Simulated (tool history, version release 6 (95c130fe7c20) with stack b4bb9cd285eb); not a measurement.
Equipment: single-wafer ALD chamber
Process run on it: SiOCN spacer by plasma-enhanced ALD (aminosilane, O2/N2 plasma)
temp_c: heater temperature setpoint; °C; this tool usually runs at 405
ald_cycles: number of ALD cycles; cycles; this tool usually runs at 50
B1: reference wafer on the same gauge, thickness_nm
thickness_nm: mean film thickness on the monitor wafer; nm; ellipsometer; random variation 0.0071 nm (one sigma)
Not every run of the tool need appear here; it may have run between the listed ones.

{"run": 1, "day": 0.0, "temp_c": 413, "ald_cycles": 50, "B1": 3.259, "thickness_nm": 2.769}
{"run": 2, "day": 0.508, "temp_c": 397, "ald_cycles": 50, "B1": 3.261, "thickness_nm": 2.891}
{"run": 3, "day": 0.833, "temp_c": 397, "ald_cycles": 50, "B1": 3.263, "thickness_nm": 2.872}
{"run": 4, "day": 1.217, "temp_c": 405, "ald_cycles": 53, "B1": 3.26, "thickness_nm": 3.006}
{"run": 5, "day": 1.6, "temp_c": 405, "ald_cycles": 53, "B1": 3.257, "thickness_nm": 3.016}
{"run": 6, "day": 2.258, "temp_c": 405, "ald_cycles": 45, "B1": 3.26, "thickness_nm": 2.55}
{"run": 7, "day": 2.817, "temp_c": 405, "ald_cycles": 45, "B1": 3.261, "thickness_nm": 2.548}
{"day": 3.133, "done": "gauge calibrated"}
{"run": 8, "day": 3.442, "temp_c": 405, "ald_cycles": 50, "B1": 3.261, "thickness_nm": 2.837}
{"run": 9, "day": 3.867, "temp_c": 401, "ald_cycles": 59, "B1": 3.261, "thickness_nm": 3.379}
{"day": 4.788, "done": "thermocouple changed; heater temperature recalibrated"}
{"run": 10, "day": 4.808, "temp_c": 416, "ald_cycles": 55, "B1": 3.261, "thickness_nm": 3.01}
{"run": 11, "day": 5.196, "temp_c": 391, "ald_cycles": 55, "B1": 3.259, "thickness_nm": 3.173}
{"run": 12, "day": 5.912, "temp_c": 398, "ald_cycles": 47, "B1": 3.26, "thickness_nm": 2.706}
{"run": 13, "day": 6.558, "temp_c": 399, "ald_cycles": 53, "B1": 3.258, "thickness_nm": 3.046}
{"run": 14, "day": 7.108, "temp_c": 405, "ald_cycles": 53, "B1": 3.259, "thickness_nm": 3.006}

What was the tool's hidden state at every run in the log?
wafer temperature above the value expected at the setpoint (K): 0 on each run
gauge reads high (%): 0 on each run
